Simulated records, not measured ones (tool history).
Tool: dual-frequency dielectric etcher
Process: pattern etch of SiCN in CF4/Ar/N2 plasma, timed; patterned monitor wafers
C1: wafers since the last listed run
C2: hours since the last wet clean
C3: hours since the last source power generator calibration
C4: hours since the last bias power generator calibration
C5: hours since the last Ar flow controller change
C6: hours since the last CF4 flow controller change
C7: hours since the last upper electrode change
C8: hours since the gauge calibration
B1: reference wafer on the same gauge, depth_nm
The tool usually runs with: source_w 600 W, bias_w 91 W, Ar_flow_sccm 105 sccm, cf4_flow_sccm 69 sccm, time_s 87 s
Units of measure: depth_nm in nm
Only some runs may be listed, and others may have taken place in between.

Run 1, hour 0: usual settings; C1 0; C2 228.2; C3 4136.9; C4 1619.4; C5 2573.1; C6 2046.9; C7 4121.4; C8 176.4; B1 114.4. Result: depth_nm 109.2 nm.
Run 2, hour 152: usual settings; C1 2010; C2 380.2; C3 4288.9; C4 1771.4; C5 2725.1; C6 2198.9; C7 4273.4; C8 328.4; B1 113.8. Result: depth_nm 108.2 nm.
At hour 185.5: source power generator calibrated.
Run 3, hour 234.4: usual settings but time_s 74.5 s; C1 1036; C2 462.6; C3 48.9; C4 1853.8; C5 2807.5; C6 2281.3; C7 4355.8; C8 410.8; B1 113.5. Result: depth_nm 92.2 nm.
Run 4, hour 316.1: usual settings; C1 1080; C2 544.3; C3 130.6; C4 1935.5; C5 2889.2; C6 2363; C7 4437.5; C8 492.5; B1 113.3. Result: depth_nm 108.2 nm.
At hour 352.8: CF4 flow controller replaced.
At hour 377.7: Ar flow controller replaced.
At hour 382.6: upper electrode replaced.
Run 5, hour 393: usual settings but Ar_flow_sccm 128 sccm; C1 792; C2 621.2; C3 207.5; C4 2012.4; C5 15.3; C6 40.2; C7 10.4; C8 569.4; B1 113.2. Result: depth_nm 104.3 nm.
Run 6, hour 432.9: usual settings but time_s 110.5 s; C1 527; C2 661.1; C3 247.4; C4 2052.3; C5 55.2; C6 80.1; C7 50.3; C8 609.3; B1 113. Result: depth_nm 137.5 nm.
At hour 461.2: wet clean of the chamber.
Run 7, hour 504.3: usual settings; C1 626; C2 43.1; C3 318.8; C4 2123.7; C5 126.6; C6 151.5; C7 121.7; C8 680.7; B1 113. Result: depth_nm 108.1 nm.
Run 8, hour 603: usual settings but source_w 470 W, Ar_flow_sccm 129 sccm, cf4_flow_sccm 80 sccm; C1 1305; C2 141.8; C3 417.5; C4 2222.4; C5 225.3; C6 250.2; C7 220.4; C8 779.4; B1 112.6. Result: depth_nm 82.8 nm.
Run 9, hour 683.6: usual settings but Ar_flow_sccm 131 sccm; C1 1065; C2 222.4; C3 498.1; C4 2303; C5 305.9; C6 330.8; C7 301; C8 860; B1 112.6. Result: depth_nm 103.8 nm.
Run 10, hour 789.7: usual settings but source_w 640 W, bias_w 72 W, time_s 97 s; C1 1403; C2 328.5; C3 604.2; C4 2409.1; C5 412; C6 436.9; C7 407.1; C8 966.1; B1 112.3. Result: depth_nm 118.9 nm.
Run 11, hour 889.1: usual settings; C1 1314; C2 427.9; C3 703.6; C4 2508.5; C5 511.4; C6 536.3; C7 506.5; C8 1065.5; B1 112.2. Result: depth_nm 107.1 nm.
Run 12, hour 944.7: usual settings but source_w 530 W, bias_w 114 W; C1 735; C2 483.5; C3 759.2; C4 2564.1; C5 567; C6 591.9; C7 562.1; C8 1121.1; B1 112.5. Result: depth_nm 101.6 nm.
At hour 953.6: bias power generator calibrated.
Run 13, hour 981.7: usual settings; C1 436; C2 520.5; C3 796.2; C4 28.1; C5 604; C6 628.9; C7 599.1; C8 1158.1; B1 112.1. Result: depth_nm 107.6 nm.
At hour 1041.6: wet clean of the chamber.
Run 14, hour 1088.2: usual settings; C1 1091; C2 46.6; C3 902.7; C4 134.6; C5 710.5; C6 735.4; C7 705.6; C8 1264.6; B1 112. Result: depth_nm 108.3 nm.
Run 15, hour 1192: usual settings; C1 1372; C2 150.4; C3 1006.5; C4 238.4; C5 814.3; C6 839.2; C7 809.4; C8 1368.4; B1 111.9. Result: depth_nm 106.7 nm.
Run 16, hour 1284.7: usual settings but time_s 108.5 s; C1 1225; C2 243.1; C3 1099.2; C4 331.1; C5 907; C6 931.9; C7 902.1; C8 1461.1; B1 111.9. Result: depth_nm 132.8 nm.
Run 17, hour 1321: usual settings but bias_w 83 W, Ar_flow_sccm 89 sccm; C1 480; C2 279.4; C3 1135.5; C4 367.4; C5 943.3; C6 968.2; C7 938.4; C8 1497.4; B1 112. Result: depth_nm 106.7 nm.
Run 18, hour 1377.6: usual settings but bias_w 77 W, Ar_flow_sccm 90 sccm; C1 748; C2 336; C3 1192.1; C4 424; C5 999.9; C6 1024.8; C7 995; C8 1554; B1 111.7. Result: depth_nm 104.6 nm.
Run 19, hour 1468: usual settings; C1 1195; C2 426.4; C3 1282.5; C4 514.4; C5 1090.3; C6 1115.2; C7 1085.4; C8 1644.4; B1 111.7. Result: depth_nm 106.2 nm.
Run 20, hour 1524.3: usual settings but source_w 700 W, Ar_flow_sccm 92 sccm, cf4_flow_sccm 59 sccm, time_s 75.5 s; C1 744; C2 482.7; C3 1338.8; C4 570.7; C5 1146.6; C6 1171.5; C7 1141.7; C8 1700.7; B1 111.9. Result: depth_nm 105.8 nm.
At hour 1593.7: wet clean of the chamber.
Run 21, hour 1617.8: usual settings; C1 919; C2 24.1; C3 1432.3; C4 664.2; C5 1240.1; C6 1265; C7 1235.2; C8 1794.2; B1 111.6. Result: depth_nm 106.3 nm.
Run 22, hour 1711.6: usual settings but cf4_flow_sccm 55 sccm, time_s 63.5 s; C1 1240; C2 117.9; C3 1526.1; C4 758; C5 1333.9; C6 1358.8; C7 1329; C8 1888; B1 111.7. Result: depth_nm 74.7 nm.

Below are 3 alternative next runs, each starting from the tool's condition after run 22. Predict each:
Run A, hour 1712: usual settings but source_w 480 W; C1 5; C2 118.3; C3 1526.5; C4 758.4; C5 1334.3; C6 1359.2; C7 1329.4; C8 1888.4; B1 ?. Result: depth_nm ?.
Run B, hour 1712: usual settings but bias_w 105 W; C1 5; C2 118.3; C3 1526.5; C4 758.4; C5 1334.3; C6 1359.2; C7 1329.4; C8 1888.4; B1 ?. Result: depth_nm ?.
Run C, hour 1712: usual settings but bias_w 101 W, Ar_flow_sccm 115 sccm, time_s 61 s; C1 5; C2 118.3; C3 1526.5; C4 758.4; C5 1334.3; C6 1359.2; C7 1329.4; C8 1888.4; B1 ?. Result: depth_nm ?.

run     B1  depth_nm
  A  111.6      85.8
  B  111.6     112.1
  C  111.6      76.4
What these runs would have given with no unlogged condition in the tool:
run  depth_nm
  A      88.4
  B     115.4
  C      78.8
